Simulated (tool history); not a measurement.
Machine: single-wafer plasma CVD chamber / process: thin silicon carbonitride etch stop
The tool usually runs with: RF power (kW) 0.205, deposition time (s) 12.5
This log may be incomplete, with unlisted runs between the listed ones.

run	hour	RF power (kW)	deposition time (s)	read-back reference wafer on the same gauge, thickness_nm	mean film thickness on the monitor wafer (nm)
1	0	0.23	14.3	7.917	7.93
2	65.4	0.225	12.5	7.924	6.931
3	101.2	0.225	12.5	7.927	6.97
4	170.8	0.225	12.5	7.914	6.968
5	202.2	0.205	12.5	7.92	6.765
6	227.9	0.205	12.5	7.924	6.708
7	252.7	0.205	12.5	7.926	6.757
8	283.6	0.205	12.5	7.912	6.731
9	341.7	0.205	12.5	7.923	6.752
10	405.8	0.23	14	7.922	7.807
11	468.2	0.23	14	7.932	7.773
# hour 519.5: thermocouple changed; heater temperature recalibrated
12	533.6	0.205	11.6	7.918	6.289
# hour 566.5: RF generator calibrated
13	603	0.205	11.6	7.926	6.324
14	638.6	0.215	12.5	7.924	6.85
15	693.4	0.215	12.5	7.921	6.83
16	754.5	0.205	12.5	7.909	6.742
17	805.7	0.205	12.5	7.911	6.788
# hour 838.8: gauge calibrated
18	861.8	0.205	12.5	7.908	6.768
19	930.4	0.235	14	7.923	7.829
20	961	0.205	12.5	7.915	6.839
21	998.3	0.175	12.5	7.908	6.533
# hour 1015.5: showerhead replaced
22	1039.8	0.235	10.7	7.927	6.046
23	1071	0.205	13.3	7.924	7.224
24	1142.7	0.23	13.6	7.927	7.602
25	1182.8	0.23	14.1	7.909	7.763
26	1254.2	0.23	14.9	7.924	8.372
27	1305.8	0.205	12.5	7.91	6.748
28	1364.8	0.205	12.5	7.932	6.787
29	1414.9	0.205	12.5	7.927	6.737
30	1475.3	0.175	14.8	7.929	7.749
31	1522.6	0.205	10.1	7.918	5.466
32	1554.6	0.23	12.5	7.925	6.938
33	1582.6	0.24	14.2	7.911	8.035
34	1635.8	0.24	14.9	7.911	8.31
35	1684.8	0.235	12.5	7.93	7.054

The tool's hidden state at each run:
wafer temperature above the value expected at the setpoint (K): 0 across all the runs
delivered RF power above the setpoint (%): 0 across all the runs
gauge reads high (%): 0 across all the runs
